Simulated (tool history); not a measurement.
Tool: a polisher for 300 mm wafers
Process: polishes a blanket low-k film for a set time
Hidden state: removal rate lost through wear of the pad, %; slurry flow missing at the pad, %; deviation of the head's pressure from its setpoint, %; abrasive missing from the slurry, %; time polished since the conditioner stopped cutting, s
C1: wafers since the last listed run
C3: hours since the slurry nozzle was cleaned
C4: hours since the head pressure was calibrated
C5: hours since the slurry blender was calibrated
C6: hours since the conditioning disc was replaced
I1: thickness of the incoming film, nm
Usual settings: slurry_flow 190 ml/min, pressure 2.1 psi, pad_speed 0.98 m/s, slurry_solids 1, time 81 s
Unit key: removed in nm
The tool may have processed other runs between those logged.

Run 1, hour 0: usual settings but pad_speed 1.1 m/s; C1 0; wafers polished on this pad 863; C3 463.8; C4 1125.2; C5 120.3; C6 243.2; I1 642.5. Result: removed 38.7 nm.
Run 2, hour 30.1: usual settings but pad_speed 1.1 m/s; C1 223; wafers polished on this pad 1086; C3 493.9; C4 1155.3; C5 150.4; C6 273.3; I1 640.8. Result: removed 36.9 nm.
At hour 39.6: worn pad replaced by a new one.
At hour 64.9: slurry blender recalibrated.
Run 3, hour 99.1: usual settings but pad_speed 1.1 m/s; C1 467; wafers polished on this pad 426; C3 562.9; C4 1224.3; C5 34.2; C6 342.3; I1 646.6. Result: removed 36.8 nm.
Run 4, hour 126.9: usual settings; C1 206; wafers polished on this pad 632; C3 590.7; C4 1252.1; C5 62; C6 370.1; I1 646.5. Result: removed 34.2 nm.
Run 5, hour 156.7: usual settings; C1 221; wafers polished on this pad 853; C3 620.5; C4 1281.9; C5 91.8; C6 399.9; I1 634.8. Result: removed 34.3 nm.
At hour 183.6: worn pad replaced by a new one.
Run 6, hour 184.1: usual settings; C1 173; wafers polished on this pad 3; C3 647.9; C4 1309.3; C5 119.2; C6 427.3; I1 639.6. Result: removed 34 nm.
At hour 189.4: conditioning disc replaced and pad reconditioned.
At hour 199.1: head pressure recalibrated.
Run 7, hour 201.1: usual settings but pad_speed 1.08 m/s; C1 96; wafers polished on this pad 99; C3 664.9; C4 2; C5 136.2; C6 11.7; I1 649.2. Result: removed 40.6 nm.
Run 8, hour 213.9: usual settings; C1 94; wafers polished on this pad 194; C3 677.7; C4 14.8; C5 149; C6 24.5; I1 645.6. Result: removed 36.8 nm.
Run 9, hour 229.3: usual settings; C1 114; wafers polished on this pad 309; C3 693.1; C4 30.2; C5 164.4; C6 39.9; I1 643.8. Result: removed 38 nm.
At hour 236.4: slurry nozzle cleaned.
Run 10, hour 247.3: usual settings but pressure 1.9 psi, time 63 s; C1 126; wafers polished on this pad 435; C3 10.9; C4 48.2; C5 182.4; C6 57.9; I1 634.2. Result: removed 26.8 nm.
Run 11, hour 260.2: usual settings but pressure 1.9 psi, time 63 s; C1 95; wafers polished on this pad 530; C3 23.8; C4 61.1; C5 195.3; C6 70.8; I1 631.4. Result: removed 26.8 nm.
At hour 276.6: slurry blender recalibrated.
Run 12, hour 277.1: usual settings but pad_speed 0.82 m/s; C1 110; wafers polished on this pad 641; C3 40.7; C4 78; C5 0.5; C6 87.7; I1 643.7. Result: removed 32.5 nm.
Run 13, hour 310.7: usual settings but slurry_flow 220 ml/min, slurry_solids 0.75; C1 249; wafers polished on this pad 890; C3 74.3; C4 111.6; C5 34.1; C6 121.3; I1 647.5. Result: removed 32.4 nm.
Run 14, hour 326.1: usual settings but pad_speed 0.82 m/s; C1 114; wafers polished on this pad 1004; C3 89.7; C4 127; C5 49.5; C6 136.7; I1 638.5. Result: removed 32.4 nm.
Run 15, hour 343.2: usual settings but slurry_flow 240 ml/min, pad_speed 0.72 m/s, time 93 s; C1 126; wafers polished on this pad 1131; C3 106.8; C4 144.1; C5 66.6; C6 153.8; I1 644.8. Result: removed 34.7 nm.
At hour 351.1: worn pad replaced by a new one.
Run 16, hour 367.5: usual settings but pressure 1.6 psi, pad_speed 1.18 m/s, time 60 s; C1 150; wafers polished on this pad 121; C3 131.1; C4 168.4; C5 90.9; C6 178.1; I1 639.6. Result: removed 25.2 nm.
Run 17, hour 381.4: usual settings but slurry_flow 225 ml/min, time 98 s; C1 103; wafers polished on this pad 224; C3 145; C4 182.3; C5 104.8; C6 192; I1 640.2. Result: removed 45.5 nm.
Run 18, hour 394.1: usual settings; C1 94; wafers polished on this pad 318; C3 157.7; C4 195; C5 117.5; C6 204.7; I1 632.7. Result: removed 37.9 nm.
Run 19, hour 410.6: usual settings but slurry_flow 150 ml/min, pad_speed 0.76 m/s, slurry_solids 0.9, time 57 s; C1 122; wafers polished on this pad 441; C3 174.2; C4 211.5; C5 134; C6 221.2; I1 642.4. Result: removed 19.6 nm.
Run 20, hour 429.1: usual settings but slurry_flow 165 ml/min; C1 137; wafers polished on this pad 578; C3 192.7; C4 230; C5 152.5; C6 239.7; I1 636.8. Result: removed 35.2 nm.
Run 21, hour 452.2: usual settings but pressure 1.9 psi, time 63 s; C1 171; wafers polished on this pad 749; C3 215.8; C4 253.1; C5 175.6; C6 262.8; I1 635.6. Result: removed 26.3 nm.
At hour 457.9: slurry blender recalibrated.
Run 22, hour 467.3: usual settings but pad_speed 0.8 m/s; C1 97; wafers polished on this pad 846; C3 230.9; C4 268.2; C5 9.4; C6 277.9; I1 633.1. Result: removed 32.3 nm.
At hour 490.5: worn pad replaced by a new one.
Run 23, hour 497.5: usual settings; C1 194; wafers polished on this pad 51; C3 261.1; C4 298.4; C5 39.6; C6 308.1; I1 648.2. Result: removed 36.6 nm.

Branching from run 23: 4 alternative next runs. What would each branch give?
Run A, hour 498: usual settings; C1 3; wafers polished on this pad 55; C3 261.6; C4 298.9; C5 40.1; C6 308.6; I1 642. Result: removed ?.
Run B, hour 498: usual settings but slurry_flow 245 ml/min, pressure 1.7 psi, pad_speed 0.88 m/s, time 99 s; C1 3; wafers polished on this pad 55; C3 261.6; C4 298.9; C5 40.1; C6 308.6; I1 642. Result: removed ?.
Run C, hour 498: usual settings but slurry_flow 225 ml/min, pressure 1.8 psi; C1 3; wafers polished on this pad 55; C3 261.6; C4 298.9; C5 40.1; C6 308.6; I1 642. Result: removed ?.
Run D, hour 498: usual settings but slurry_flow 170 ml/min, pad_speed 0.72 m/s, slurry_solids 1.2, time 58 s; C1 3; wafers polished on this pad 55; C3 261.6; C4 298.9; C5 40.1; C6 308.6; I1 642. Result: removed ?.

run  removed
  A     37.5
  B     35.5
  C     33.1
  D     22.6
The same runs, with their run-to-run variation unchanged, on a tool lacking any hidden condition would have given:
run  removed
  A     38.9
  B     36.9
  C     34.4
  D     23.4

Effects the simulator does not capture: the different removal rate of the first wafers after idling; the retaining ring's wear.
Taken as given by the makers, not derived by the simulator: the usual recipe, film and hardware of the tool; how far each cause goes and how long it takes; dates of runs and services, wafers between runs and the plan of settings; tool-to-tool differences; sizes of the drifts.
